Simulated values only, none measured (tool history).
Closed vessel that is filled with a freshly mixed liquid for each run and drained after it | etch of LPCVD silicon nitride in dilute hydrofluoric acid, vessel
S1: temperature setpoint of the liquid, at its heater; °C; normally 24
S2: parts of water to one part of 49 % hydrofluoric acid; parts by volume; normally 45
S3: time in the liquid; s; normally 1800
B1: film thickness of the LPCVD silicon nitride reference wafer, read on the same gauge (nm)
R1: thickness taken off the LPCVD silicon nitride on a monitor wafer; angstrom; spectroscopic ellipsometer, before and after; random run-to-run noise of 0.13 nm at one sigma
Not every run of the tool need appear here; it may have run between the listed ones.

run,hour,S1,S2,S3,B1,R1
1,0.0,24,45,2385,119.99,266.0
2,26.9,24,45,1800,119.99,201.9
3,62.7,24,45,1485,120.00,164.0
4,79.0,24,45,1485,120.02,164.9
5,93.6,24,45,1800,120.00,203.0
6,119.6,24,45,1800,120.00,202.7
7,137.5,24,45,1800,119.97,201.0
8,170.0,24,45,1800,119.99,201.1
9,188.8,24,45,1800,120.00,199.7
10,204.3,24,45,1800,120.03,200.9
11,237.6,24,45,2790,120.00,313.0
# hour 289.5: hydrofluoric acid flow meter replaced
12,322.4,24,45,1800,120.00,201.3
# hour 346.2: gauge calibrated
13,357.2,22,45,2435,120.00,233.0
14,379.5,28,60,1800,120.01,195.8
15,411.1,28,45,1205,120.00,172.5
# hour 424.7: thermometer replaced
16,500.9,26,45,1800,119.99,231.3
17,519.2,27,45,2710,120.00,369.3
18,533.1,24,45,1800,119.99,200.4
19,592.4,22,60,1150,120.01,84.4
20,612.3,24,50,1800,119.99,180.0

Consider 5 possible next runs. They are alternatives, not a sequence: every one starts from the tool as it was left by run 20. What does each give?
A,613.4,24,40,1800,?,?
B,613.4,24,60,1800,?,?
C,613.4,24,60,2765,?,?
D,613.4,26,35,1400,?,?
E,613.4,22,55,955,?,?

run,B1,R1
A,119.98,224.9
B,119.98,151.2
C,119.98,232.3
D,119.98,227.9
E,119.98,76.3
Stripped of hidden state, with their random variation kept, the same runs would have yielded:
run,R1
A,224.9
B,151.2
C,232.3
D,227.9
E,76.3

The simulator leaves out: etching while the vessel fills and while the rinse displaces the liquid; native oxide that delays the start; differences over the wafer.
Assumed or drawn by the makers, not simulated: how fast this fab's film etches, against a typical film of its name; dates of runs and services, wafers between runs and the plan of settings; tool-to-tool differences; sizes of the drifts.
